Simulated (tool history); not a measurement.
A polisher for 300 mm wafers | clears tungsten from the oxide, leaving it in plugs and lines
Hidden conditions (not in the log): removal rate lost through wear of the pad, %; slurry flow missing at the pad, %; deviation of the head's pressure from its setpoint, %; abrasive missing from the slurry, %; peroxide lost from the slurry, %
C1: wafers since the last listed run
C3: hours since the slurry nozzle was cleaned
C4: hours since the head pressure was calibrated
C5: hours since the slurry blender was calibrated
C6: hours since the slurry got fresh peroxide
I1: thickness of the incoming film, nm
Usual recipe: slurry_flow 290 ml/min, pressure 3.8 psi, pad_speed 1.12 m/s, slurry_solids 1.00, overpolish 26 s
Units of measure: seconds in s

{"run": 1, "hour": 0.0, "slurry_flow": 290, "pressure": 3.8, "pad_speed": 0.92, "slurry_solids": 1.0, "overpolish": 26, "C1": 0, "wafers polished on this pad": 446, "C3": 662.7, "C4": 0.7, "C5": 26.0, "C6": 69.0, "I1": 523.9, "seconds": 109.8}
{"run": 2, "hour": 12.7, "slurry_flow": 290, "pressure": 3.8, "pad_speed": 0.92, "slurry_solids": 1.0, "overpolish": 26, "C1": 92, "wafers polished on this pad": 539, "C3": 675.4, "C4": 13.4, "C5": 38.7, "C6": 81.7, "I1": 517.9, "seconds": 108.7}
{"hour": 20.6, "done": "slurry tank refilled with fresh slurry and peroxide"}
{"run": 3, "hour": 27.7, "slurry_flow": 220, "pressure": 3.8, "pad_speed": 1.12, "slurry_solids": 1.0, "overpolish": 16, "C1": 101, "wafers polished on this pad": 641, "C3": 690.4, "C4": 28.4, "C5": 53.7, "C6": 7.1, "I1": 527.0, "seconds": 104.1}
{"run": 4, "hour": 40.5, "slurry_flow": 220, "pressure": 3.8, "pad_speed": 1.12, "slurry_solids": 1.0, "overpolish": 16, "C1": 93, "wafers polished on this pad": 734, "C3": 703.2, "C4": 41.2, "C5": 66.5, "C6": 19.9, "I1": 517.4, "seconds": 98.6}
{"run": 5, "hour": 55.2, "slurry_flow": 220, "pressure": 3.8, "pad_speed": 1.12, "slurry_solids": 1.0, "overpolish": 16, "C1": 106, "wafers polished on this pad": 841, "C3": 717.9, "C4": 55.9, "C5": 81.2, "C6": 34.6, "I1": 527.8, "seconds": 102.0}
{"run": 6, "hour": 69.6, "slurry_flow": 290, "pressure": 3.0, "pad_speed": 1.12, "slurry_solids": 1.0, "overpolish": 26, "C1": 104, "wafers polished on this pad": 945, "C3": 732.3, "C4": 70.3, "C5": 95.6, "C6": 49.0, "I1": 513.3, "seconds": 123.5}
{"hour": 72.1, "done": "slurry nozzle cleaned"}
{"run": 7, "hour": 84.6, "slurry_flow": 290, "pressure": 3.8, "pad_speed": 1.12, "slurry_solids": 1.0, "overpolish": 26, "C1": 101, "wafers polished on this pad": 1047, "C3": 12.5, "C4": 85.3, "C5": 110.6, "C6": 64.0, "I1": 524.3, "seconds": 100.6}
{"hour": 98.7, "done": "slurry tank refilled with fresh slurry and peroxide"}
{"run": 8, "hour": 100.4, "slurry_flow": 290, "pressure": 3.8, "pad_speed": 1.12, "slurry_solids": 1.0, "overpolish": 26, "C1": 107, "wafers polished on this pad": 1155, "C3": 28.3, "C4": 101.1, "C5": 126.4, "C6": 1.7, "I1": 524.4, "seconds": 104.3}
{"run": 9, "hour": 106.9, "slurry_flow": 290, "pressure": 3.8, "pad_speed": 1.12, "slurry_solids": 1.0, "overpolish": 26, "C1": 47, "wafers polished on this pad": 1202, "C3": 34.8, "C4": 107.6, "C5": 132.9, "C6": 8.2, "I1": 520.7, "seconds": 107.4}
{"run": 10, "hour": 114.3, "slurry_flow": 290, "pressure": 4.2, "pad_speed": 1.12, "slurry_solids": 1.0, "overpolish": 32, "C1": 53, "wafers polished on this pad": 1256, "C3": 42.2, "C4": 115.0, "C5": 140.3, "C6": 15.6, "I1": 514.8, "seconds": 95.6}
{"run": 11, "hour": 123.0, "slurry_flow": 290, "pressure": 4.5, "pad_speed": 1.38, "slurry_solids": 1.0, "overpolish": 31, "C1": 63, "wafers polished on this pad": 1319, "C3": 50.9, "C4": 123.7, "C5": 149.0, "C6": 24.3, "I1": 523.6, "seconds": 78.4}
{"run": 12, "hour": 131.4, "slurry_flow": 290, "pressure": 4.4, "pad_speed": 1.4, "slurry_solids": 1.0, "overpolish": 33, "C1": 61, "wafers polished on this pad": 1381, "C3": 59.3, "C4": 132.1, "C5": 157.4, "C6": 32.7, "I1": 520.3, "seconds": 76.5}
{"hour": 136.9, "done": "worn pad replaced by a new one"}
{"run": 13, "hour": 142.1, "slurry_flow": 290, "pressure": 3.8, "pad_speed": 1.12, "slurry_solids": 1.1, "overpolish": 26, "C1": 48, "wafers polished on this pad": 38, "C3": 70.0, "C4": 142.8, "C5": 168.1, "C6": 43.4, "I1": 519.8, "seconds": 91.3}
{"run": 14, "hour": 152.5, "slurry_flow": 290, "pressure": 3.8, "pad_speed": 1.12, "slurry_solids": 1.0, "overpolish": 26, "C1": 75, "wafers polished on this pad": 113, "C3": 80.4, "C4": 153.2, "C5": 178.5, "C6": 53.8, "I1": 526.2, "seconds": 94.6}
{"run": 15, "hour": 167.8, "slurry_flow": 290, "pressure": 3.8, "pad_speed": 1.26, "slurry_solids": 1.0, "overpolish": 26, "C1": 111, "wafers polished on this pad": 225, "C3": 95.7, "C4": 168.5, "C5": 193.8, "C6": 69.1, "I1": 512.4, "seconds": 89.3}
{"run": 16, "hour": 179.4, "slurry_flow": 290, "pressure": 3.1, "pad_speed": 1.12, "slurry_solids": 0.9, "overpolish": 26, "C1": 84, "wafers polished on this pad": 309, "C3": 107.3, "C4": 180.1, "C5": 205.4, "C6": 80.7, "I1": 510.2, "seconds": 117.1}
{"hour": 189.1, "done": "slurry tank refilled with fresh slurry and peroxide"}
{"hour": 193.5, "done": "slurry blender recalibrated"}
{"run": 17, "hour": 194.4, "slurry_flow": 210, "pressure": 4.9, "pad_speed": 1.12, "slurry_solids": 1.0, "overpolish": 26, "C1": 87, "wafers polished on this pad": 396, "C3": 122.3, "C4": 195.1, "C5": 0.9, "C6": 5.3, "I1": 519.4, "seconds": 75.6}
{"run": 18, "hour": 201.3, "slurry_flow": 290, "pressure": 3.8, "pad_speed": 0.9, "slurry_solids": 1.0, "overpolish": 32, "C1": 50, "wafers polished on this pad": 447, "C3": 129.2, "C4": 202.0, "C5": 7.8, "C6": 12.2, "I1": 511.8, "seconds": 106.3}
{"run": 19, "hour": 215.9, "slurry_flow": 330, "pressure": 3.2, "pad_speed": 1.48, "slurry_solids": 1.0, "overpolish": 35, "C1": 106, "wafers polished on this pad": 553, "C3": 143.8, "C4": 216.6, "C5": 22.4, "C6": 26.8, "I1": 515.1, "seconds": 87.0}
{"run": 20, "hour": 224.5, "slurry_flow": 195, "pressure": 3.8, "pad_speed": 1.12, "slurry_solids": 0.8, "overpolish": 26, "C1": 62, "wafers polished on this pad": 615, "C3": 152.4, "C4": 225.2, "C5": 31.0, "C6": 35.4, "I1": 520.8, "seconds": 104.5}
{"run": 21, "hour": 244.3, "slurry_flow": 290, "pressure": 3.8, "pad_speed": 1.12, "slurry_solids": 1.0, "overpolish": 26, "C1": 144, "wafers polished on this pad": 759, "C3": 172.2, "C4": 245.0, "C5": 50.8, "C6": 55.2, "I1": 519.0, "seconds": 92.9}
{"run": 22, "hour": 254.4, "slurry_flow": 215, "pressure": 3.8, "pad_speed": 0.76, "slurry_solids": 1.15, "overpolish": 19, "C1": 73, "wafers polished on this pad": 833, "C3": 182.3, "C4": 255.1, "C5": 60.9, "C6": 65.3, "I1": 521.4, "seconds": 126.6}
{"run": 23, "hour": 263.6, "slurry_flow": 290, "pressure": 3.8, "pad_speed": 1.26, "slurry_solids": 0.75, "overpolish": 26, "C1": 66, "wafers polished on this pad": 900, "C3": 191.5, "C4": 264.3, "C5": 70.1, "C6": 74.5, "I1": 515.8, "seconds": 95.4}
{"run": 24, "hour": 273.1, "slurry_flow": 250, "pressure": 2.9, "pad_speed": 0.86, "slurry_solids": 1.0, "overpolish": 34, "C1": 69, "wafers polished on this pad": 969, "C3": 201.0, "C4": 273.8, "C5": 79.6, "C6": 84.0, "I1": 512.4, "seconds": 154.5}
{"hour": 278.1, "done": "slurry tank refilled with fresh slurry and peroxide"}
{"run": 25, "hour": 279.5, "slurry_flow": 290, "pressure": 3.8, "pad_speed": 1.12, "slurry_solids": 1.0, "overpolish": 15, "C1": 39, "wafers polished on this pad": 1008, "C3": 207.4, "C4": 280.2, "C5": 86.0, "C6": 1.4, "I1": 528.2, "seconds": 100.9}
{"run": 26, "hour": 292.8, "slurry_flow": 290, "pressure": 3.8, "pad_speed": 1.12, "slurry_solids": 1.0, "overpolish": 26, "C1": 96, "wafers polished on this pad": 1105, "C3": 220.7, "C4": 293.5, "C5": 99.3, "C6": 14.7, "I1": 519.4, "seconds": 101.0}
{"run": 27, "hour": 301.2, "slurry_flow": 290, "pressure": 3.8, "pad_speed": 1.12, "slurry_solids": 0.75, "overpolish": 26, "C1": 61, "wafers polished on this pad": 1166, "C3": 229.1, "C4": 301.9, "C5": 107.7, "C6": 23.1, "I1": 511.4, "seconds": 102.6}

Alternative continuations, all from the tool just after run 27; predict every row:
{"run": "A", "hour": 301.7, "slurry_flow": 240, "pressure": 3.8, "pad_speed": 1.12, "slurry_solids": 1.0, "overpolish": 26, "C1": 3, "wafers polished on this pad": 1170, "C3": 229.6, "C4": 302.4, "C5": 108.2, "C6": 23.6, "I1": 523.3, "seconds": "?"}
{"run": "B", "hour": 301.7, "slurry_flow": 380, "pressure": 3.3, "pad_speed": 0.94, "slurry_solids": 1.0, "overpolish": 38, "C1": 3, "wafers polished on this pad": 1170, "C3": 229.6, "C4": 302.4, "C5": 108.2, "C6": 23.6, "I1": 523.3, "seconds": "?"}
{"run": "C", "hour": 301.7, "slurry_flow": 290, "pressure": 2.6, "pad_speed": 1.12, "slurry_solids": 1.0, "overpolish": 35, "C1": 3, "wafers polished on this pad": 1170, "C3": 229.6, "C4": 302.4, "C5": 108.2, "C6": 23.6, "I1": 523.3, "seconds": "?"}

run=A seconds=107.8
run=B seconds=135.7
run=C seconds=154.3
Without the tool's hidden state the same runs would have given:
run=A seconds=91.3
run=B seconds=114.8
run=C seconds=130.6

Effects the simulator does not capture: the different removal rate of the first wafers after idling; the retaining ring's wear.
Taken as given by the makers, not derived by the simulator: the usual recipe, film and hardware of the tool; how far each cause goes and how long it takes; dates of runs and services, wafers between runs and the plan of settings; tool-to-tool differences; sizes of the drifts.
